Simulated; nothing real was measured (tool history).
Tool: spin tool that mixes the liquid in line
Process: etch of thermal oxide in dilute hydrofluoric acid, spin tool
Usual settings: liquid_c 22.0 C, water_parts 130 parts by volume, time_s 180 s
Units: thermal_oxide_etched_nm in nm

run     day  liquid_c  water_parts  time_s  read-back film thickness of the thermal oxide reference wafer, read on the same gauge (nm)  thermal_oxide_etched_nm
  1   0.000      22.0          130     180                                                                                       69.98                     5.06
  2   2.571      22.0          130     180                                                                                       69.98                     5.09
  3   3.767      22.0          130     180                                                                                       69.98                     5.03
  4   6.438      22.0          115     180                                                                                       69.99                     5.76
  5   8.279      22.0          130     180                                                                                       69.95                     5.00
     11.854  -- gauge calibrated
  6  12.679      22.0          130     180                                                                                       70.07                     4.98
  7  14.188      22.0          130     180                                                                                       69.99                     4.99
  8  16.188      22.0          165     180                                                                                       69.96                     3.74
  9  18.800      22.0          165     180                                                                                       70.00                     3.78
 10  20.054      22.0           85     180                                                                                       70.01                     8.06
 11  22.958      22.0          130     180                                                                                       70.01                     4.99
 12  25.162      25.5          130     235                                                                                       69.97                     7.37
     25.662  -- hydrofluoric acid flow meter replaced
 13  27.142      22.0          130     180                                                                                       70.04                     4.47
     27.875  -- thermometer replaced
 14  29.825      22.0          130     180                                                                                       70.02                     4.47
     30.467  -- hydrofluoric acid flow meter replaced, repeated, since the last time left the tool worse
 15  30.833      23.5          175     180                                                                                       70.00                     4.03
 16  33.792      18.5           65     180                                                                                       69.99                     9.95
 17  35.725      17.5          110      95                                                                                       69.99                     2.83
 18  37.283      23.5           80     215                                                                                       70.02                    11.68

Forecast each of these 5 alternatives for the next run:
  A  37.304      18.5          130     180                                                                                           ?                        ?
  B  37.304      26.5          175     230                                                                                           ?                        ?
  C  37.304      17.5          130     180                                                                                           ?                        ?
  D  37.304      23.5           65      75                                                                                           ?                        ?
  E  37.304      20.0           90     150                                                                                           ?                        ?

run  read-back film thickness of the thermal oxide reference wafer, read on the same gauge (nm)  thermal_oxide_etched_nm
  A                                                                                       69.98                     4.65
  B                                                                                       69.98                     5.72
  C                                                                                       69.98                     4.46
  D                                                                                       69.98                     5.12
  E                                                                                       69.98                     6.22
Without the tool's hidden state the same runs would have given:
run  thermal_oxide_etched_nm
  A                     4.72
  B                     5.82
  C                     4.53
  D                     5.20
  E                     6.31
